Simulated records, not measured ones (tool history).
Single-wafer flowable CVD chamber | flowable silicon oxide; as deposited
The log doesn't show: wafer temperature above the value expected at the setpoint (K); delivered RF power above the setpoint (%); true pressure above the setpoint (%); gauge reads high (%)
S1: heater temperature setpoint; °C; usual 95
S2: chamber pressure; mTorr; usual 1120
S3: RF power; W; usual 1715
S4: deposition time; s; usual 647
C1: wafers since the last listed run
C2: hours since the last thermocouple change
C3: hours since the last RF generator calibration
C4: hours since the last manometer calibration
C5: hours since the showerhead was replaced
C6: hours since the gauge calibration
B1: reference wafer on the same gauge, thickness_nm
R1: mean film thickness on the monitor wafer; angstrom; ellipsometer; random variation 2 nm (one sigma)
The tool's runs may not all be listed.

run,hour,S1,S2,S3,S4,C1,C2,C3,C4,C5,C6,B1,R1
1,0,95,1120,1715,686,0,256.9,202.7,221.1,37.2,1976.5,658.324,7387.11
2,69.4,95,1120,1715,647,156,326.3,272.1,290.5,106.6,2045.9,659.326,6968.66
3,172.5,89,1120,1715,647,233,429.4,375.2,393.6,209.7,2149,659.454,8593.59
# hour 208.6: gauge calibrated
4,242,89,1120,1715,647,157,498.9,444.7,463.1,279.2,33.4,659.224,8630.55
5,322.5,95,1120,1715,775,182,579.4,525.2,543.6,359.7,113.9,658.835,8337.67
6,389.1,80,1320,1715,647,150,646,591.8,610.2,426.3,180.5,658.619,13419.42
7,458.9,100,1260,1715,647,157,715.8,661.6,680,496.1,250.3,658.522,6621.89
8,530.5,110,900,1575,542,161,787.4,733.2,751.6,567.7,321.9,659.299,2720.36
9,631.8,104,1120,1870,647,229,888.7,834.5,852.9,669,423.2,658.785,5208.75
10,739.3,95,1120,1715,647,243,996.2,942,960.4,776.5,530.7,658.725,6992.44
11,829,86,1120,1715,560,202,1085.9,1031.7,1050.1,866.2,620.4,658.873,8185.12
12,930.3,95,1120,1715,647,229,1187.2,1133,1151.4,967.5,721.7,658.564,7002.12
13,994.4,95,1340,1815,549,144,1251.3,1197.1,1215.5,1031.6,785.8,659.206,7131.35
# hour 1056.5: thermocouple changed; heater temperature recalibrated
14,1091.6,102,1120,1715,647,201,35.1,1294.3,1312.7,1128.8,883,658.923,5493.01
# hour 1109.3: capacitance manometer re-zeroed and calibrated
15,1156.6,91,1300,1950,703,128,100.1,1359.3,47.3,1193.8,948,659.163,10261.89
16,1416,95,1120,1715,647,586,359.5,1618.7,306.7,1453.2,1207.4,658.531,6924.4
17,1471,95,1190,1545,770,124,414.5,1673.7,361.7,1508.2,1262.4,659.123,8526.36
18,1549.4,107,1120,1715,583,177,492.9,1752.1,440.1,1586.6,1340.8,659.124,4108.34
19,1621.1,95,1120,1715,775,162,564.6,1823.8,511.8,1658.3,1412.5,658.984,8333.86
20,1657.2,88,1120,1715,775,81,600.7,1859.9,547.9,1694.4,1448.6,659.038,10544.36
21,1737,95,1290,1860,774,180,680.5,1939.7,627.7,1774.2,1528.4,659.066,9737.55
22,1781.8,95,1120,1715,647,101,725.3,1984.5,672.5,1819,1573.2,658.836,6985.49
23,1880.5,95,860,1715,544,223,824,2083.2,771.2,1917.7,1671.9,659.087,4432.81
24,1948.3,95,1120,2030,526,153,891.8,2151,839,1985.5,1739.7,658.865,5852.02
25,1992.6,108,1220,1715,720,100,936.1,2195.3,883.3,2029.8,1784,658.854,5351.06
26,2049.9,95,1120,1715,647,129,993.4,2252.6,940.6,2087.1,1841.3,658.757,6963.64
# hour 2074.7: RF generator calibrated
27,2131.5,90,970,1875,595,166,1075,56.8,1022.2,2168.7,1922.9,658.873,6839.86

The same runs without the tool's hidden state, with the same run-to-run variation:
run,R1
1,7351.79
2,6924.91
3,8525.82
4,8555.94
5,8260.33
6,13327.95
7,6556.39
8,2687.23
9,5154.86
10,6921.82
11,8103.21
12,6933.12
13,7086.27
14,5440.52
15,10385.39
16,6938.99
17,8551.81
18,4103.38
19,8312.69
20,10511.49
21,9717.26
22,6952.59
23,4397.84
24,5796.56
25,5316.85
26,6916.98
27,6667.17
